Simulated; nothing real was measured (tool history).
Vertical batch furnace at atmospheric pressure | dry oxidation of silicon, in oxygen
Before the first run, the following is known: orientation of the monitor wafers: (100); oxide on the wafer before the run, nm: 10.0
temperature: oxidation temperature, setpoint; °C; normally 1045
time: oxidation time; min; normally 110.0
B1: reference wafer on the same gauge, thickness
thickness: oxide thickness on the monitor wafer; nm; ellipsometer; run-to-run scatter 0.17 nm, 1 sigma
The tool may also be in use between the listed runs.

{"run": 1, "day": 0.0, "temperature": 1045, "time": 141.5, "B1": 105.99, "thickness": 126.34}
{"run": 2, "day": 0.871, "temperature": 1045, "time": 110.0, "B1": 105.99, "thickness": 107.2}
{"run": 3, "day": 1.567, "temperature": 1045, "time": 88.5, "B1": 106.01, "thickness": 93.21}
{"run": 4, "day": 2.217, "temperature": 1045, "time": 110.0, "B1": 105.98, "thickness": 107.46}
{"run": 5, "day": 2.729, "temperature": 1045, "time": 110.0, "B1": 105.99, "thickness": 107.44}
{"run": 6, "day": 3.383, "temperature": 1045, "time": 110.0, "B1": 106.01, "thickness": 107.15}
{"run": 7, "day": 4.204, "temperature": 1045, "time": 125.0, "B1": 106.01, "thickness": 116.79}
{"run": 8, "day": 4.654, "temperature": 1045, "time": 125.0, "B1": 106.01, "thickness": 116.26}
{"day": 5.262, "done": "gauge calibrated"}
{"run": 9, "day": 5.408, "temperature": 1045, "time": 125.0, "B1": 106.02, "thickness": 116.08}
{"run": 10, "day": 5.917, "temperature": 1032, "time": 123.5, "B1": 106.02, "thickness": 103.67}
{"run": 11, "day": 6.279, "temperature": 1032, "time": 95.0, "B1": 106.0, "thickness": 87.45}
{"day": 7.838, "done": "thermocouples replaced and temperature profile calibrated"}
{"run": 12, "day": 8.071, "temperature": 1034, "time": 142.5, "B1": 105.99, "thickness": 115.74}
{"run": 13, "day": 8.45, "temperature": 1045, "time": 130.0, "B1": 105.97, "thickness": 118.9}
{"run": 14, "day": 9.817, "temperature": 1045, "time": 110.0, "B1": 106.02, "thickness": 106.59}
{"run": 15, "day": 10.404, "temperature": 1045, "time": 110.0, "B1": 106.0, "thickness": 106.58}
{"day": 12.067, "done": "boat lift adjusted"}
{"run": 16, "day": 12.088, "temperature": 1054, "time": 79.5, "B1": 105.97, "thickness": 97.39}
{"run": 17, "day": 12.296, "temperature": 1065, "time": 93.5, "B1": 105.98, "thickness": 117.51}
{"run": 18, "day": 12.55, "temperature": 1045, "time": 110.0, "B1": 106.01, "thickness": 111.33}
{"run": 19, "day": 13.421, "temperature": 1033, "time": 138.0, "B1": 106.0, "thickness": 116.86}
{"run": 20, "day": 14.946, "temperature": 1062, "time": 86.0, "B1": 105.99, "thickness": 108.77}

The next listed run, before its measurement:
{"run": 21, "day": 15.679, "temperature": 1045, "time": 110.0, "B1": "?", "thickness": "?"}

B1: 106.00
thickness: 111.31 nm
With no hidden state in the tool, this same run would have given thickness 111.38 nm.
